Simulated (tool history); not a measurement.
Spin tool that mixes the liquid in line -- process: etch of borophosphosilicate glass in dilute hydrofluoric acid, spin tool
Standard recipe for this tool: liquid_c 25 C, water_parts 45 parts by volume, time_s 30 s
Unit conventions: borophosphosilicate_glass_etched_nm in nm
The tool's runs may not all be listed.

run,hour,liquid_c,water_parts,time_s,"read-back film thickness of the borophosphosilicate glass reference wafer, read on the same gauge (nm)",borophosphosilicate_glass_etched_nm
1,0,25,45,30,140.04,38.22
2,21.7,25,45,25,140.02,31.85
3,34.3,25,45,25,140.01,31.67
4,63.9,25,45,25,140,31.7
5,80.7,25,45,30,140.03,37.99
6,115.7,25,45,30,140.03,38.19
7,149.8,25,45,30,140,37.79
8,178.9,25,45,30,140,38.12
9,213.7,25,45,30,139.98,37.89
10,244.3,25,45,30,139.98,38.35
11,277.9,21.5,55,30,139.97,26.66
12,295.7,27,35,45,140.02,81.21
13,310.9,25,45,30,140.01,38.04
14,327.5,23,45,35,140,40.89
15,356.4,23,45,30,140,35.27
# hour 372.6: thermometer replaced
16,386.1,25,45,15,139.99,20.76
# hour 393.2: hydrofluoric acid flow meter replaced
17,418.8,21,30,15,139.99,23.32
18,431.7,25,50,30,139.98,32.3
# hour 432.3: gauge calibrated
19,460.1,25,30,40,139.96,73.55
20,523.2,25,45,30,140.02,36.07
21,554.2,25,45,30,139.99,36.22
22,568.7,25,45,30,139.99,36.34

Alternative continuations, all from the tool just after run 22; predict every row:
A,569.1,25,45,30,?,?
B,569.1,22.5,55,45,?,?
C,569.1,25,50,40,?,?

run,"read-back film thickness of the borophosphosilicate glass reference wafer, read on the same gauge (nm)",borophosphosilicate_glass_etched_nm
A,140.06,36.45
B,140.06,39.82
C,140.06,43.44
What these runs would have given with no unlogged condition in the tool:
run,borophosphosilicate_glass_etched_nm
A,36.44
B,39.82
C,43.43
